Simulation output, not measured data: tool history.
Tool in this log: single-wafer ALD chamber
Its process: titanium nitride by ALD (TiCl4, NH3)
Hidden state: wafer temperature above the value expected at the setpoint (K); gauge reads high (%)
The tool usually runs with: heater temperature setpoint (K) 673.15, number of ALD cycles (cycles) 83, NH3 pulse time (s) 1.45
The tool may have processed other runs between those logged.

run    hour  heater temperature setpoint (K)  number of ALD cycles (cycles)  NH3 pulse time (s)  wafers since the last listed run  hours since the last thermocouple change  hours since the showerhead was replaced  hours since the gauge calibration  read-back reference wafer on the same gauge, thickness_nm  mean film thickness on the monitor wafer (Å)
  1       0                           684.15                             83                1.45                                 0                                     992.1                                   3329.6                              824.6                                                      1.541                                         19.33
  2    59.9                           684.15                             83                1.45                               225                                      1052                                   3389.5                              884.5                                                      1.537                                         19.31
  3   162.6                           684.15                             83                1.45                               387                                    1154.7                                   3492.2                              987.2                                                      1.539                                         19.38
      199.1  -- thermocouple changed; heater temperature recalibrated
  4   255.8                           673.15                             83                1.45                               321                                      56.7                                   3585.4                             1080.4                                                       1.54                                         19.05
  5   339.6                           673.15                             83                1.45                               315                                     140.5                                   3669.2                             1164.2                                                      1.539                                         19.03
  6   411.7                           673.15                             83                1.45                               271                                     212.6                                   3741.3                             1236.3                                                      1.536                                         19.12
  7   488.9                           673.15                             83                1.45                               291                                     289.8                                   3818.5                             1313.5                                                       1.54                                         18.94
  8   539.1                           683.15                             90                1.45                               189                                       340                                   3868.7                             1363.7                                                      1.537                                         20.67
  9   621.8                           683.15                             90                1.45                               311                                     422.7                                   3951.4                             1446.4                                                       1.54                                          20.8
 10     872                           683.15                             90                1.45                               943                                     672.9                                   4201.6                             1696.6                                                       1.54                                          20.7
 11   908.8                           673.15                             83                1.45                               138                                     709.7                                   4238.4                             1733.4                                                      1.541                                         19.22
 12   948.3                           673.15                             83                1.45                               148                                     749.2                                   4277.9                             1772.9                                                      1.543                                         19.07
 13   999.6                           673.15                             83                1.77                               193                                     800.5                                   4329.2                             1824.2                                                      1.538                                         19.29
 14  1046.3                           673.15                             83                1.77                               176                                     847.2                                   4375.9                             1870.9                                                      1.541                                         19.18
 15  1102.7                           673.15                             83                1.77                               212                                     903.6                                   4432.3                             1927.3                                                       1.54                                         19.25
 16  1244.4                           661.15                             70                1.45                               534                                    1045.3                                     4574                               2069                                                      1.543                                         15.86
 17  1335.5                           661.15                             70                1.45                               343                                    1136.4                                   4665.1                             2160.1                                                      1.541                                          15.8
 18    1412                           661.15                             70                1.45                               288                                    1212.9                                   4741.6                             2236.6                                                      1.539                                         16.05
 19    1451                           673.15                             77                1.45                               147                                    1251.9                                   4780.6                             2275.6                                                      1.538                                         17.72
       1540  -- thermocouple changed; heater temperature recalibrated
 20  1540.5                           673.15                             96                1.05                               307                                       0.5                                   4870.1                             2365.1                                                      1.539                                         21.86
 21  1620.3                           678.15                             67                1.95                               300                                      80.3                                   4949.9                             2444.9                                                      1.542                                          15.7
 22  1665.2                           673.15                             83                1.45                               169                                     125.2                                   4994.8                             2489.8                                                      1.538                                         18.96
 23  1769.3                           666.15                             95                1.45                               392                                     229.3                                   5098.9                             2593.9                                                      1.541                                         21.71
     1799.6  -- showerhead replaced
 24  1852.8                           673.15                             83                1.45                               284                                     312.8                                     53.2                             2677.4                                                      1.541                                         19.22
 25  1904.2                           662.15                             83                1.45                               193                                     364.2                                    104.6                             2728.8                                                      1.543                                         18.79
 26  2099.1                           673.15                             83                1.45                               734                                     559.1                                    299.5                             2923.7                                                      1.539                                         19.05
 27  2164.5                           673.15                             83                1.45                               246                                     624.5                                    364.9                             2989.1                                                      1.538                                         19.19
 28  2270.4                           673.15                             83                1.66                               399                                     730.4                                    470.8                               3095                                                      1.545                                         19.16
 29  2320.6                           673.15                             83                1.85                               189                                     780.6                                      521                             3145.2                                                       1.54                                         19.29
     2403.3  -- gauge calibrated
 30  2404.9                           673.15                             72                1.12                               317                                     864.9                                    605.3                                1.6                                                       1.54                                         16.52
 31  2496.2                           681.15                             83                1.68                               344                                     956.2                                    696.6                               92.9                                                      1.539                                         19.43
 32  2558.3                           685.15                             96                1.64                               234                                    1018.3                                    758.7                                155                                                      1.543                                         22.11
 33  2755.4                           673.15                             83                1.45                               743                                    1215.4                                    955.8                              352.1                                                      1.542                                         19.04

What will run 34 give?
 34  2853.1                           673.15                             83                1.94                               368                                    1313.1                                   1053.5                              449.8                                                          ?                                             ?

{"run 34": {"read-back reference wafer on the same gauge, thickness_nm": 1.54, "mean film thickness on the monitor wafer (Å)": 19.42}}
Had the tool carried no hidden state, the very same run would have given mean film thickness on the monitor wafer (Å) 19.42.
